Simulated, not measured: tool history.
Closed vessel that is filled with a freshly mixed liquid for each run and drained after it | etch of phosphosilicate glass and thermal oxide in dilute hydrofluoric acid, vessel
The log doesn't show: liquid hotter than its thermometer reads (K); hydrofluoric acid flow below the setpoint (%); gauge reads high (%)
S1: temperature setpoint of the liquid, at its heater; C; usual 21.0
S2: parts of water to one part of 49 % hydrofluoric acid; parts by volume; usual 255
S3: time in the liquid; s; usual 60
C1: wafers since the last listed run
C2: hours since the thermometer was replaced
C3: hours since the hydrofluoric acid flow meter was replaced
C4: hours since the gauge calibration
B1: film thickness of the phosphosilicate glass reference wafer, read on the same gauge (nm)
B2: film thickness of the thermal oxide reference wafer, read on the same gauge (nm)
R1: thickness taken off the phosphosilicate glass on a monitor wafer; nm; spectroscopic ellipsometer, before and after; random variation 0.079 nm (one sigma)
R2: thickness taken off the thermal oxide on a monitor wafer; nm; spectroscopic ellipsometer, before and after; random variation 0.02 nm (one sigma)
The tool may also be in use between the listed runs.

{"run": 1, "day": 0.0, "S1": 21.0, "S2": 255, "S3": 60, "C1": 0, "C2": 1354.3, "C3": 1380.5, "C4": 44.2, "B1": 70.03, "B2": 110.014, "R1": 20.48, "R2": 0.856}
{"run": 2, "day": 0.429, "S1": 21.0, "S2": 255, "S3": 60, "C1": 1426, "C2": 1364.6, "C3": 1390.8, "C4": 54.5, "B1": 70.0, "B2": 110.015, "R1": 20.55, "R2": 0.843}
{"run": 3, "day": 0.733, "S1": 24.0, "S2": 255, "S3": 60, "C1": 1011, "C2": 1371.9, "C3": 1398.1, "C4": 61.8, "B1": 69.97, "B2": 110.005, "R1": 22.67, "R2": 0.941}
{"run": 4, "day": 1.275, "S1": 24.0, "S2": 255, "S3": 60, "C1": 1800, "C2": 1384.9, "C3": 1411.1, "C4": 74.8, "B1": 69.98, "B2": 110.018, "R1": 22.87, "R2": 0.962}
{"run": 5, "day": 2.008, "S1": 21.0, "S2": 295, "S3": 60, "C1": 2438, "C2": 1402.5, "C3": 1428.7, "C4": 92.4, "B1": 70.02, "B2": 110.0, "R1": 17.07, "R2": 0.709}
{"run": 6, "day": 2.312, "S1": 21.0, "S2": 255, "S3": 60, "C1": 1011, "C2": 1409.8, "C3": 1436.0, "C4": 99.7, "B1": 69.99, "B2": 110.016, "R1": 20.46, "R2": 0.797}
{"day": 3.221, "done": "hydrofluoric acid flow meter replaced"}
{"run": 7, "day": 3.479, "S1": 21.0, "S2": 355, "S3": 70, "C1": 3740, "C2": 1437.8, "C3": 6.2, "C4": 127.7, "B1": 69.98, "B2": 110.002, "R1": 15.72, "R2": 0.63}
{"run": 8, "day": 3.767, "S1": 21.0, "S2": 355, "S3": 70, "C1": 955, "C2": 1444.7, "C3": 13.1, "C4": 134.6, "B1": 69.96, "B2": 109.988, "R1": 15.62, "R2": 0.614}
{"day": 3.879, "done": "thermometer replaced"}
{"run": 9, "day": 4.346, "S1": 22.0, "S2": 255, "S3": 60, "C1": 1787, "C2": 11.2, "C3": 27.0, "C4": 148.5, "B1": 69.97, "B2": 110.004, "R1": 21.32, "R2": 0.878}
{"run": 10, "day": 4.95, "S1": 22.0, "S2": 255, "S3": 60, "C1": 2008, "C2": 25.7, "C3": 41.5, "C4": 163.0, "B1": 70.03, "B2": 110.009, "R1": 21.25, "R2": 0.876}
{"run": 11, "day": 6.042, "S1": 22.0, "S2": 255, "S3": 60, "C1": 3629, "C2": 51.9, "C3": 67.7, "C4": 189.2, "B1": 70.0, "B2": 110.005, "R1": 21.32, "R2": 0.873}
{"day": 6.229, "done": "gauge calibrated"}
{"run": 12, "day": 6.625, "S1": 21.0, "S2": 325, "S3": 60, "C1": 1939, "C2": 65.9, "C3": 81.7, "C4": 9.5, "B1": 70.03, "B2": 109.982, "R1": 15.08, "R2": 0.599}
{"run": 13, "day": 7.242, "S1": 25.0, "S2": 335, "S3": 60, "C1": 2050, "C2": 80.7, "C3": 96.5, "C4": 24.3, "B1": 70.02, "B2": 109.999, "R1": 16.63, "R2": 0.679}
{"run": 14, "day": 7.529, "S1": 21.0, "S2": 255, "S3": 60, "C1": 955, "C2": 87.6, "C3": 103.4, "C4": 31.2, "B1": 70.02, "B2": 110.009, "R1": 20.36, "R2": 0.845}
{"run": 15, "day": 8.254, "S1": 25.0, "S2": 200, "S3": 60, "C1": 2410, "C2": 105.0, "C3": 120.8, "C4": 48.6, "B1": 69.98, "B2": 109.996, "R1": 32.04, "R2": 1.342}
{"run": 16, "day": 8.875, "S1": 25.0, "S2": 205, "S3": 50, "C1": 2064, "C2": 119.9, "C3": 135.7, "C4": 63.5, "B1": 70.0, "B2": 110.016, "R1": 25.9, "R2": 1.08}
{"run": 17, "day": 9.175, "S1": 17.0, "S2": 300, "S3": 60, "C1": 997, "C2": 127.1, "C3": 142.9, "C4": 70.7, "B1": 69.97, "B2": 109.984, "R1": 14.46, "R2": 0.576}
{"run": 18, "day": 9.704, "S1": 24.0, "S2": 210, "S3": 35, "C1": 1759, "C2": 139.8, "C3": 155.6, "C4": 83.4, "B1": 69.97, "B2": 109.987, "R1": 16.91, "R2": 0.694}
{"run": 19, "day": 10.092, "S1": 19.5, "S2": 145, "S3": 60, "C1": 1288, "C2": 149.1, "C3": 164.9, "C4": 92.7, "B1": 70.0, "B2": 109.988, "R1": 37.71, "R2": 1.52}
{"run": 20, "day": 10.729, "S1": 21.0, "S2": 255, "S3": 60, "C1": 2119, "C2": 164.4, "C3": 180.2, "C4": 108.0, "B1": 69.98, "B2": 109.984, "R1": 20.39, "R2": 0.84}
{"run": 21, "day": 11.429, "S1": 21.0, "S2": 175, "S3": 90, "C1": 2327, "C2": 181.2, "C3": 197.0, "C4": 124.8, "B1": 69.99, "B2": 110.006, "R1": 48.54, "R2": 2.003}
{"run": 22, "day": 12.096, "S1": 24.0, "S2": 255, "S3": 35, "C1": 2216, "C2": 197.2, "C3": 213.0, "C4": 140.8, "B1": 70.01, "B2": 110.009, "R1": 13.25, "R2": 0.573}
{"run": 23, "day": 12.35, "S1": 25.0, "S2": 330, "S3": 70, "C1": 845, "C2": 203.3, "C3": 219.1, "C4": 146.9, "B1": 70.0, "B2": 110.005, "R1": 19.75, "R2": 0.822}
{"run": 24, "day": 12.879, "S1": 21.0, "S2": 380, "S3": 35, "C1": 1759, "C2": 216.0, "C3": 231.8, "C4": 159.6, "B1": 69.99, "B2": 109.997, "R1": 7.17, "R2": 0.306}
{"run": 25, "day": 13.225, "S1": 18.0, "S2": 340, "S3": 30, "C1": 1149, "C2": 224.3, "C3": 240.1, "C4": 167.9, "B1": 70.03, "B2": 109.986, "R1": 6.41, "R2": 0.265}

The tool's hidden state at each run:
liquid hotter than its thermometer reads (K): 0 in every run
hydrofluoric acid flow below the setpoint (%): 0 in every run
gauge reads high (%): 0 in every run
